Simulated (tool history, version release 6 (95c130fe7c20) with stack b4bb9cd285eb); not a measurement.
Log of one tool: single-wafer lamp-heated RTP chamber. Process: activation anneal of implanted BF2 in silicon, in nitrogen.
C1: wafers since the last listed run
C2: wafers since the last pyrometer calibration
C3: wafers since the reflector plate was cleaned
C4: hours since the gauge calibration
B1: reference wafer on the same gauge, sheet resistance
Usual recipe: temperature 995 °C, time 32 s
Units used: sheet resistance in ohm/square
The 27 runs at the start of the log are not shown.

{"run": 28, "hour": 2167.9, "temperature": 977, "time": 50, "C1": 1353, "C2": 7467, "C3": 11751, "C4": 529.8, "B1": 463.88, "sheet resistance": 514.31}
{"hour": 2215.6, "done": "reflector plate cleaned"}
{"run": 29, "hour": 2264.5, "temperature": 1013, "time": 46, "C1": 1574, "C2": 9041, "C3": 869, "C4": 626.4, "B1": 464.07, "sheet resistance": 479.36}
{"run": 30, "hour": 2325.6, "temperature": 970, "time": 19, "C1": 1085, "C2": 10127, "C3": 1954, "C4": 687.5, "B1": 464.15, "sheet resistance": 560.21}
{"run": 31, "hour": 2395.3, "temperature": 973, "time": 49, "C1": 1238, "C2": 11366, "C3": 3193, "C4": 757.2, "B1": 464.24, "sheet resistance": 522.82}
{"hour": 2419.5, "done": "pyrometer window cleaned and pyrometer calibrated"}
{"run": 32, "hour": 2470.8, "temperature": 1009, "time": 23, "C1": 1199, "C2": 911, "C3": 4392, "C4": 832.7, "B1": 464.29, "sheet resistance": 507.84}
{"run": 33, "hour": 2550.7, "temperature": 995, "time": 32, "C1": 1419, "C2": 2331, "C3": 5812, "C4": 912.6, "B1": 464.46, "sheet resistance": 513.51}
{"run": 34, "hour": 2653.0, "temperature": 995, "time": 22, "C1": 1817, "C2": 4149, "C3": 7630, "C4": 1014.9, "B1": 463.95, "sheet resistance": 525.74}
{"run": 35, "hour": 2696.8, "temperature": 995, "time": 32, "C1": 778, "C2": 4927, "C3": 8408, "C4": 1058.7, "B1": 464.07, "sheet resistance": 512.27}
{"run": 36, "hour": 2804.1, "temperature": 969, "time": 46, "C1": 1906, "C2": 6834, "C3": 10315, "C4": 1166.0, "B1": 464.12, "sheet resistance": 531.8}

What if the next run were any one of these 4? Each begins from the tool's condition after run 36:
{"run": "A", "hour": 2804.5, "temperature": 995, "time": 21, "C1": 7, "C2": 6841, "C3": 10322, "C4": 1166.4, "B1": "?", "sheet resistance": "?"}
{"run": "B", "hour": 2804.5, "temperature": 984, "time": 17, "C1": 7, "C2": 6841, "C3": 10322, "C4": 1166.4, "B1": "?", "sheet resistance": "?"}
{"run": "C", "hour": 2804.5, "temperature": 1012, "time": 50, "C1": 7, "C2": 6841, "C3": 10322, "C4": 1166.4, "B1": "?", "sheet resistance": "?"}
{"run": "D", "hour": 2804.5, "temperature": 1016, "time": 22, "C1": 7, "C2": 6841, "C3": 10322, "C4": 1166.4, "B1": "?", "sheet resistance": "?"}

run=A B1=464.34 sheet_resistance=520.11
run=B B1=464.34 sheet_resistance=540.89
run=C B1=464.34 sheet_resistance=477.91
run=D B1=464.34 sheet_resistance=496.70
With no hidden state in the tool, these same runs would have given:
run=A sheet_resistance=532.16
run=B sheet_resistance=554.05
run=C sheet_resistance=485.45
run=D sheet_resistance=505.09

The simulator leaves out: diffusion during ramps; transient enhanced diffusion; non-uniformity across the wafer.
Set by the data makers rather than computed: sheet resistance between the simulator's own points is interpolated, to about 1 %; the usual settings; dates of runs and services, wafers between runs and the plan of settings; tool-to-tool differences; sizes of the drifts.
